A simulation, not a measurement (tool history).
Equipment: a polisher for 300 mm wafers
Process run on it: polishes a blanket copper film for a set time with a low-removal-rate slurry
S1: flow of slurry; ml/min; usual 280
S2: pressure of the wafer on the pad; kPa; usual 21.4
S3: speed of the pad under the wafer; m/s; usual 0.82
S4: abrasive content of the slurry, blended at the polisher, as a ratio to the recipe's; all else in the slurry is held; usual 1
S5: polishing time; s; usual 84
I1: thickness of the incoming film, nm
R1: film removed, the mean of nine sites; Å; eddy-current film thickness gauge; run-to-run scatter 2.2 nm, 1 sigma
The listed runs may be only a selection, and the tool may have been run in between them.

run,hour,S1,S2,S3,S4,S5,I1,R1
1,0,280,21.4,0.82,1,84,699.9,2477
2,25.2,200,21.4,0.82,1,84,706.8,2418
# hour 47.8: worn pad replaced by a new one
3,52.7,200,21.4,0.82,1,84,712.6,2422
4,65,280,21.4,1.02,1,84,718.4,3005
5,91,280,21.4,0.82,1,84,721.6,2479
6,115,280,21.4,0.82,1,84,705.3,2424
7,138.3,280,21.4,0.82,1,84,701,2454
# hour 161.4: slurry blender recalibrated
8,163.5,280,21.4,0.82,0.9,84,723,2402
# hour 178.5: worn pad replaced by a new one
9,179.5,280,21.4,0.82,0.9,84,714.3,2366
10,198.8,280,21.4,0.82,0.9,84,711.2,2329
# hour 205.9: slurry nozzle cleaned
11,227.4,280,21.4,0.82,1,84,701.4,2414
12,257.6,280,21.4,0.82,1,84,701.2,2432
# hour 265.5: head pressure recalibrated
13,279.5,280,21.4,0.82,1,84,706.1,2522
14,307.6,280,21.4,0.82,1,90,709.9,2729
# hour 323.6: worn pad replaced by a new one
15,327.6,280,28.3,0.62,1.2,66,702,2028
16,346.5,280,21.4,0.82,1,100,710,3023
17,362.3,280,21.4,0.66,1,84,711,2106
18,396,280,21.4,0.82,1,90,713.7,2694
19,432,370,21.4,0.6,1,84,715.3,1988
20,464,280,21.4,0.82,1,84,707.6,2580
# hour 478.1: worn pad replaced by a new one, of another model than before
21,478.8,360,25.5,0.82,0.8,84,717.6,2686
22,505.2,280,21.4,0.82,0.7,60,717.7,1615
# hour 508.4: slurry blender recalibrated
23,537.5,250,21.4,0.82,1,84,717.9,2477
24,568.5,280,24.1,0.82,1,84,709.7,2687
25,583.2,280,21.4,0.82,1,84,724.9,2512
26,597,280,21.4,0.82,1,111,714.3,3338
# hour 612.9: slurry nozzle cleaned
27,618.8,280,14.5,1.04,1.25,84,713.6,2689
# hour 631.1: worn pad replaced by a new one
28,640.8,280,21.4,0.82,1.1,84,714.1,2533
29,665.6,280,23.4,1,0.8,73,717.3,2434
30,697.6,280,16.5,0.82,1,84,710.1,2229
31,725.4,280,21.4,0.96,1,102,708.8,3359

3 ways to go on from here, each from the tool as it stands after run 31. What would each give?
A,725.8,280,21.4,0.7,1,84,694.2,?
B,725.8,280,15.9,0.7,1,99,694.2,?
C,725.8,255,21.4,0.82,1,84,694.2,?

run,R1
A,2245
B,2333
C,2441
What these runs would have given with no unlogged condition in the tool:
run,R1
A,2283
B,2373
C,2482
